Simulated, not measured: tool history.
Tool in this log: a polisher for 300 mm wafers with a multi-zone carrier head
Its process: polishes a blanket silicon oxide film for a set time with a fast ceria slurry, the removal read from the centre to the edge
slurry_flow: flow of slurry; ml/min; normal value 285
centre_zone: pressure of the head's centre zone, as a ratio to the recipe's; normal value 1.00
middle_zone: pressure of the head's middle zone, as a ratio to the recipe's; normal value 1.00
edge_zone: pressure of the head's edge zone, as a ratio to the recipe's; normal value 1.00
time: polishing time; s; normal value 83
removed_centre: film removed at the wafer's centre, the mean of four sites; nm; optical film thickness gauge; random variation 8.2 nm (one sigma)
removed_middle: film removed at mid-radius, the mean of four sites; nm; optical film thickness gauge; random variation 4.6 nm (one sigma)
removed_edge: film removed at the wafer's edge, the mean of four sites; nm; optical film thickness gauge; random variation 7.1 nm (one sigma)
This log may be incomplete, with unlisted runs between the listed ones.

run    hour  slurry_flow  centre_zone  middle_zone  edge_zone  time  wafers since the last listed run  wafers polished on this pad  hours since the slurry nozzle was cleaned  hours since the centre zone pressure was calibrated  hours since the edge zone pressure was calibrated  hours since the carrier head's membrane was replaced  incoming thickness of the incoming film, nm  removed_centre  removed_middle  removed_edge
  1     0.0          285         1.00         1.00       1.00    83                                 0                         1243                                      169.0                                                291.3                                             1002.2                                                 282.8                                       1857.9           663.4           593.3         597.5
       36.6  -- worn pad replaced by a new one
  2    96.5          285         1.00         1.00       1.00    83                               616                          399                                      265.5                                                387.8                                             1098.7                                                 379.3                                       1868.1           665.0           594.7         593.9
       99.3  -- centre zone pressure recalibrated
  3   152.7          285         1.00         1.00       1.00    83                               361                          760                                      321.7                                                 53.4                                             1154.9                                                 435.5                                       1885.9           591.8           595.9         598.0
  4   251.4          285         1.00         1.00       1.00    83                               658                         1418                                      420.4                                                152.1                                             1253.6                                                 534.2                                       1854.6           630.6           598.1         606.2
      260.6  -- slurry nozzle cleaned
      278.3  -- worn pad replaced by a new one
  5   334.9          285         1.00         1.00       1.00    83                               523                          377                                       74.3                                                235.6                                             1337.1                                                 617.7                                       1867.6           649.6           591.2         601.1
  6   372.2          285         1.00         1.00       1.03    83                               248                          626                                      111.6                                                272.9                                             1374.4                                                 655.0                                       1876.6           670.8           590.6         602.2
      430.7  -- edge zone pressure recalibrated
      457.5  -- carrier head's membrane replaced by a new one
      467.5  -- worn pad replaced by a new one
  7   479.4          285         1.00         1.00       1.03    83                               641                           79                                      218.8                                                380.1                                               48.7                                                  21.9                                       1851.5           660.8           597.9         608.5
      515.3  -- centre zone pressure recalibrated
  8   580.4          285         1.00         1.00       1.03    83                               660                          739                                      319.8                                                 65.1                                              149.7                                                 122.9                                       1862.3           609.4           602.4         614.1
  9   619.3          285         1.00         1.00       1.00    83                               259                          998                                      358.7                                                104.0                                              188.6                                                 161.8                                       1850.5           625.4           593.0         606.9
 10   672.8          285         1.00         1.00       1.00    83                               356                         1355                                      412.2                                                157.5                                              242.1                                                 215.3                                       1868.7           620.9           604.2         589.4
      685.7  -- worn pad replaced by a new one
      704.9  -- slurry nozzle cleaned
 11   716.3          285         1.00         1.05       1.00    83                               256                          197                                       11.4                                                201.0                                              285.6                                                 258.8                                       1862.5           635.3           620.8         598.8
 12   804.9          215         1.00         0.91       1.00    69                               590                          787                                      100.0                                                289.6                                              374.2                                                 347.4                                       1832.0           526.3           445.9         490.5
 13   871.5          285         1.04         1.12       0.89    61                               444                         1231                                      166.6                                                356.2                                              440.8                                                 414.0                                       1873.8           499.7           484.9         423.7
      886.3  -- centre zone pressure recalibrated
      902.5  -- worn pad replaced by a new one
 14   967.3          230         1.00         1.00       1.00    83                               598                          432                                      262.4                                                 81.0                                              536.6                                                 509.8                                       1838.7           579.0           593.7         584.5
 15  1031.5          285         1.00         1.10       0.93    66                               428                          860                                      326.6                                                145.2                                              600.8                                                 574.0                                       1845.8           494.5           515.6         464.7
     1036.0  -- slurry nozzle cleaned
     1092.3  -- worn pad replaced by a new one
 16  1094.9          285         1.00         1.00       1.00    83                               389                           17                                       58.9                                                208.6                                              664.2                                                 637.4                                       1852.1           628.4           596.8         604.7

Branching from run 16: 3 alternative next runs. What would each branch give?
  A  1095.3          285         1.00         1.00       1.00    83                                 2                           19                                       59.3                                                209.0                                              664.6                                                 637.8                                       1859.7               ?               ?             ?
  B  1095.3          285         1.10         1.10       1.10    95                                 2                           19                                       59.3                                                209.0                                              664.6                                                 637.8                                       1859.7               ?               ?             ?
  C  1095.3          225         1.00         1.05       1.00    70                                 2                           19                                       59.3                                                209.0                                              664.6                                                 637.8                                       1859.7               ?               ?             ?

run  removed_centre  removed_middle  removed_edge
  A           629.4           591.4         601.9
  B           793.1           733.3         717.1
  C           517.8           508.0         498.7
Stripped of hidden state, with their random variation kept, the same runs would have yielded:
run  removed_centre  removed_middle  removed_edge
  A           582.3           591.6         601.9
  B           734.1           733.7         717.1
  C           479.0           508.2         498.7

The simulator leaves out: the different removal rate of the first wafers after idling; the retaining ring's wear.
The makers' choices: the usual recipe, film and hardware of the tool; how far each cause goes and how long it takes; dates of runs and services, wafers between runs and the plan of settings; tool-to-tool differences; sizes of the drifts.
